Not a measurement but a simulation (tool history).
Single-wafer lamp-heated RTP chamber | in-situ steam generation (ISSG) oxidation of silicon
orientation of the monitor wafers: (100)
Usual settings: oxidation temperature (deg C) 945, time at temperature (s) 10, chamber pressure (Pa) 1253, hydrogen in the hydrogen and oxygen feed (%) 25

run	day	oxidation temperature (deg C)	time at temperature (s)	chamber pressure (Pa)	hydrogen in the hydrogen and oxygen feed (%)	wafers since the last listed run	wafers since the last pyrometer calibration	hours since the pressure gauge was zeroed	hours since the hydrogen flow controller was replaced	hours since the gauge calibration	read-back reference wafer on the same gauge, thickness	oxide thickness on the monitor wafer (nm)
1	0.000	945	10	1253	31	0	771	3707.5	3820.8	105.3	4.309	4.104
2	1.033	945	10	1253	25	267	1039	3732.3	3845.6	130.1	4.310	3.875
3	1.917	945	10	1253	25	228	1268	3753.5	3866.8	151.3	4.310	3.866
4	3.304	945	10	1253	25	359	1627	3786.8	3900.1	184.6	4.309	3.903
5	4.529	945	10	1253	25	317	1945	3816.2	3929.5	214.0	4.308	3.902
6	5.408	945	10	1253	25	227	2173	3837.3	3950.6	235.1	4.312	3.897
7	6.900	945	10	1253	25	386	2559	3873.1	3986.4	270.9	4.312	3.883
8	7.533	945	10	1253	25	164	2724	3888.3	4001.6	286.1	4.313	3.903
9	8.067	955	10	1253	25	138	2862	3901.1	4014.4	298.9	4.311	3.985
10	8.600	955	10	1253	25	138	3000	3913.9	4027.2	311.7	4.311	3.994
11	9.312	945	10	1253	25	184	3185	3931.0	4044.3	328.8	4.311	3.901
12	10.117	945	10	1253	25	208	3393	3950.3	4063.6	348.1	4.307	3.888
# day 10.888: hydrogen flow controller replaced
13	11.346	945	10	1253	25	232	3625	3979.8	11.0	377.6	4.311	3.912
14	12.775	964	8	1093	18	370	3996	4014.1	45.3	411.9	4.311	3.518
# day 13.775: pressure gauge zeroed
15	14.038	955	10	1253	25	240	4236	6.3	75.6	442.2	4.308	3.991
16	14.579	945	10	1253	25	140	4377	19.3	88.6	455.2	4.309	3.914
17	15.208	961	10	1347	18	163	4540	34.4	103.7	470.3	4.311	3.730
# day 15.254: gauge calibrated
18	16.067	935	14	1067	21	222	4762	55.0	124.3	19.5	4.310	4.210
19	16.929	945	10	1347	25	223	4986	75.7	145.0	40.2	4.310	3.856
20	18.362	945	10	1253	25	371	5357	110.1	179.4	74.6	4.313	3.956
# day 18.879: pyrometer window cleaned and pyrometer calibrated
21	19.550	945	13	1320	21	221	173	138.6	207.9	103.1	4.311	4.037
22	20.204	936	11	1187	31	169	342	154.3	223.6	118.8	4.311	4.184
23	21.650	938	9	1253	19	374	717	189.0	258.3	153.5	4.310	3.421
24	23.100	945	10	1253	25	375	1093	223.8	293.1	188.3	4.312	3.871
25	23.846	954	13	1147	16	193	1286	241.7	311.0	206.2	4.310	3.970

Hidden state at the last listed run before each entry between runs and at the first one after, where it differs:
Between runs 12 and 13: hydrogen flow controller replaced (day 10.888)
  true wafer temperature minus pyrometer reading, K: 7.38 -> 7.91
  measured less the result without the state, oxide thickness on the monitor wafer (nm): +0.063 -> +0.068
Between runs 14 and 15: pressure gauge zeroed (day 13.775)
  true wafer temperature minus pyrometer reading, K: 8.53 -> 9.08
  measured less the result without the state, oxide thickness on the monitor wafer (nm): +0.068 -> +0.086
Between runs 17 and 18: gauge calibrated (day 15.254)
  true wafer temperature minus pyrometer reading, K: 9.59 -> 9.96
  measured less the result without the state, oxide thickness on the monitor wafer (nm): +0.088 -> +0.101
Between runs 20 and 21: pyrometer window cleaned and pyrometer calibrated (day 18.879)
  true wafer temperature minus pyrometer reading, K: 11 -> 1.02
  measured less the result without the state, oxide thickness on the monitor wafer (nm): +0.096 -> +0.010
